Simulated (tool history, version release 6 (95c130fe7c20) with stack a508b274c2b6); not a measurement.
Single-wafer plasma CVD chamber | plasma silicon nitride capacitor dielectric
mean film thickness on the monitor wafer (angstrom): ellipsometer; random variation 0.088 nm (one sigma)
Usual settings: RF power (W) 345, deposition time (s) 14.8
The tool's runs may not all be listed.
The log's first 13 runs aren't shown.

| run | hour | RF power (W) | deposition time (s) | wafers since the last listed run | hours since the last RF generator calibration | hours since the showerhead was replaced | hours since the gauge calibration | read-back reference wafer on the same gauge, thickness_nm | mean film thickness on the monitor wafer (angstrom) |
|---|---|---|---|---|---|---|---|---|---|
|  | 932.6 | RF generator calibrated |
| 14 | 947 | 305 | 13.8 | 3212 | 14.4 | 4077.2 | 1109 | 15.39 | 163.93 |
| 15 | 992.7 | 345 | 14.8 | 1701 | 60.1 | 4122.9 | 1154.7 | 15.384 | 185.95 |
| 16 | 1080.2 | 345 | 14.8 | 3256 | 147.6 | 4210.4 | 1242.2 | 15.416 | 185.49 |
|  | 1131.3 | gauge calibrated |
| 17 | 1166.2 | 345 | 14.8 | 3201 | 233.6 | 4296.4 | 34.9 | 15.374 | 184.07 |
|  | 1183.9 | showerhead replaced, of another model than before |
| 18 | 1254.8 | 320 | 14.8 | 3000 | 322.2 | 70.9 | 123.5 | 15.418 | 174.55 |
| 19 | 1318.2 | 400 | 15.8 | 2359 | 385.6 | 134.3 | 186.9 | 15.407 | 210.84 |
| 20 | 1416.6 | 345 | 12.3 | 3662 | 484 | 232.7 | 285.3 | 15.406 | 151.56 |
| 21 | 1521.9 | 345 | 14.8 | 3919 | 589.3 | 338 | 390.6 | 15.374 | 179.7 |
| 22 | 1576.7 | 345 | 14.8 | 2039 | 644.1 | 392.8 | 445.4 | 15.394 | 178.79 |
| 23 | 1662.2 | 345 | 14.8 | 3182 | 729.6 | 478.3 | 530.9 | 15.399 | 180.17 |
| 24 | 1748.6 | 280 | 16.9 | 3215 | 816 | 564.7 | 617.3 | 15.368 | 177.09 |
|  | 1821 | RF generator calibrated |
| 25 | 1845.8 | 370 | 13.9 | 3320 | 24.8 | 661.9 | 714.5 | 15.392 | 183.22 |
| 26 | 1919.7 | 295 | 12.4 | 2750 | 98.7 | 735.8 | 788.4 | 15.378 | 139.68 |
| 27 | 1963.1 | 345 | 14.8 | 1615 | 142.1 | 779.2 | 831.8 | 15.41 | 184.29 |
| 28 | 2025.7 | 295 | 16.8 | 2330 | 204.7 | 841.8 | 894.4 | 15.388 | 189.16 |
| 29 | 2097.6 | 325 | 14.8 | 2676 | 276.6 | 913.7 | 966.3 | 15.428 | 175.94 |
| 30 | 2186.7 | 345 | 14.8 | 3316 | 365.7 | 1002.8 | 1055.4 | 15.394 | 183.76 |
| 31 | 2256.3 | 345 | 13.5 | 2590 | 435.3 | 1072.4 | 1125 | 15.383 | 166.24 |
| 32 | 2320 | 285 | 17.4 | 2371 | 499 | 1136.1 | 1188.7 | 15.401 | 186.59 |
| 33 | 2407.9 | 345 | 14.8 | 3271 | 586.9 | 1224 | 1276.6 | 15.406 | 180.22 |
| 34 | 2465.5 | 285 | 11.9 | 2143 | 644.5 | 1281.6 | 1334.2 | 15.375 | 126.65 |
| 35 | 2546.8 | 300 | 17.2 | 3026 | 725.8 | 1362.9 | 1415.5 | 15.387 | 190.45 |

Forecast each of these 3 alternatives for the next run:
| A | 2547.2 | 345 | 16.9 | 14 | 726.2 | 1363.3 | 1415.9 | ? | ? |
| B | 2547.2 | 290 | 12.4 | 14 | 726.2 | 1363.3 | 1415.9 | ? | ? |
| C | 2547.2 | 410 | 14.8 | 14 | 726.2 | 1363.3 | 1415.9 | ? | ? |

| run | read-back reference wafer on the same gauge, thickness_nm | mean film thickness on the monitor wafer (angstrom) |
|---|---|---|
| A | 15.405 | 204.71 |
| B | 15.405 | 133.86 |
| C | 15.405 | 197.32 |
Without the tool's hidden state the same runs would have given:
| run | mean film thickness on the monitor wafer (angstrom) |
|---|---|
| A | 212.26 |
| B | 138.8 |
| C | 204.59 |
